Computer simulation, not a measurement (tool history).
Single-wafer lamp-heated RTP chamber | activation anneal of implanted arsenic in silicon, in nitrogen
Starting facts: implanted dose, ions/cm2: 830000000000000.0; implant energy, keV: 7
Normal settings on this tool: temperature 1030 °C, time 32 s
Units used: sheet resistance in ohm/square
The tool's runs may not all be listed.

run   hour  temperature  time  read-back reference wafer on the same gauge, sheet resistance  sheet resistance
  1      0         1030    32                                                         129.96            148.85
  2   13.2         1030    32                                                         130.12             148.4
  3   22.3         1030    32                                                         130.15            148.13
  4   29.1         1030    32                                                            130             147.6
  5   35.3         1030    32                                                         130.02            146.85
  6   41.3         1030    32                                                         130.02            148.92
  7   54.2         1030    32                                                         130.05            147.97
  8     70         1030    32                                                          129.8            148.06
  9   77.7         1030    32                                                         129.93            148.59
 10   93.8         1047    32                                                         129.72            141.85
     115.8  -- reflector plate cleaned
 11  116.3         1047    32                                                         130.19            142.68
 12  126.3         1017    32                                                         129.92            156.64
 13  142.5         1017    32                                                         129.94             156.9
 14  154.3         1017    32                                                         130.05            157.22
 15  161.8         1030    16                                                         129.94            166.35
 16  169.3         1016    50                                                         130.09            148.22
     185.4  -- pyrometer window cleaned and pyrometer calibrated
 17  185.9         1018    23                                                         130.04            165.02
 18  193.1         1016    20                                                         130.07            169.37
 19  199.7         1039    32                                                         129.91            146.96
 20  211.8         1030    32                                                         129.98            149.97
     212.1  -- gauge calibrated
 21  225.8         1002    16                                                         130.21            187.13
 22  243.5         1020    43                                                          130.1             148.4
 23  250.4         1007    13                                                         130.19            188.69
 24  257.4         1040    20                                                         129.99            154.84
 25  267.9         1019    16                                                         130.04            171.75
 26  319.5         1013    26                                                         130.12            164.15
 27  332.2         1030    32                                                         130.06            150.15
 28  344.6         1043    42                                                         129.85            142.38
 29  354.5         1030    32                                                         130.17            150.39
 30  360.5         1030    32                                                         130.08            150.93
 31  366.6         1030    32                                                         130.04            148.92
 32  379.5         1059    32                                                         130.01            139.85
 33  396.5         1030    32                                                         130.23            148.77
 34  411.9         1015    32                                                         129.84            158.45
 35  418.8         1030    32                                                         130.07            149.54
 36  425.3         1030    32                                                         130.17             150.5

5 ways to go on from here, each from the tool as it stands after run 36. What would each give?
  A  425.7         1030    49                                                              ?                 ?
  B  425.7         1041    32                                                              ?                 ?
  C  425.7         1030    17                                                              ?                 ?
  D  425.7         1010    27                                                              ?                 ?
  E  425.7         1060    20                                                              ?                 ?

run  read-back reference wafer on the same gauge, sheet resistance  sheet resistance
  A                                                            130            141.34
  B                                                            130            144.53
  C                                                            130            162.89
  D                                                            130               164
  E                                                            130            145.18
Without the tool's unlogged condition, the same runs would have read:
run  sheet resistance
  A            141.86
  B            145.09
  C            163.87
  D             165.1
  E            145.73

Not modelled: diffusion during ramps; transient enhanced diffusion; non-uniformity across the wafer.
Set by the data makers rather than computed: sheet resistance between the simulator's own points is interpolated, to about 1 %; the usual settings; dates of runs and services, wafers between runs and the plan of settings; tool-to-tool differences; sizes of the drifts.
